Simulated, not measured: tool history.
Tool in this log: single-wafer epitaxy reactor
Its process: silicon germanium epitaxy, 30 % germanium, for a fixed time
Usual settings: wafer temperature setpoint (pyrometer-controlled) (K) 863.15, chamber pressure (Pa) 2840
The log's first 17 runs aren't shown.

run	hour	wafer temperature setpoint (pyrometer-controlled) (K)	chamber pressure (Pa)	read-back reference wafer on the same gauge, thickness_nm	mean film thickness on the monitor wafer (angstrom)
18	423	863.15	2840	46.378	473.77
19	452	873.15	2613	46.396	536.23
20	464.6	863.15	2653	46.457	457.16
# hour 478.5: capacitance manometer re-zeroed and calibrated
21	481.1	854.15	2400	46.341	377.43
22	496.6	857.15	2333	46.402	391.92
23	521.6	852.15	2266	46.353	348.04
24	539.4	863.15	2640	46.419	465.73
25	572.2	873.15	3200	46.4	606.94
26	598.7	878.15	2840	46.41	623.94
# hour 615: showerhead replaced
27	623.9	852.15	3280	46.448	420.71
28	681.7	848.15	3466	46.314	398.9
29	696.8	870.15	2453	46.423	495.68
30	718.8	863.15	3520	46.423	526.87
31	742.8	857.15	2333	46.335	377.32
32	767	857.15	2213	46.366	367.28
33	802.3	876.15	3173	46.436	625.06
34	830.3	852.15	2840	46.442	380.4
35	847.3	849.15	3480	46.343	402.51

Below are 4 alternative next runs, each starting from the tool's condition after run 35. Predict each:
A	847.7	863.15	3440	?	?
B	847.7	876.15	2666	?	?
C	847.7	878.15	3493	?	?
D	847.7	850.15	2653	?	?

run	read-back reference wafer on the same gauge, thickness_nm	mean film thickness on the monitor wafer (angstrom)
A	46.408	511.11
B	46.408	562.87
C	46.408	671.64
D	46.408	351.63
Without the tool's unlogged condition, the same runs would have read:
run	mean film thickness on the monitor wafer (angstrom)
A	542.11
B	596.19
C	711.25
D	373.49
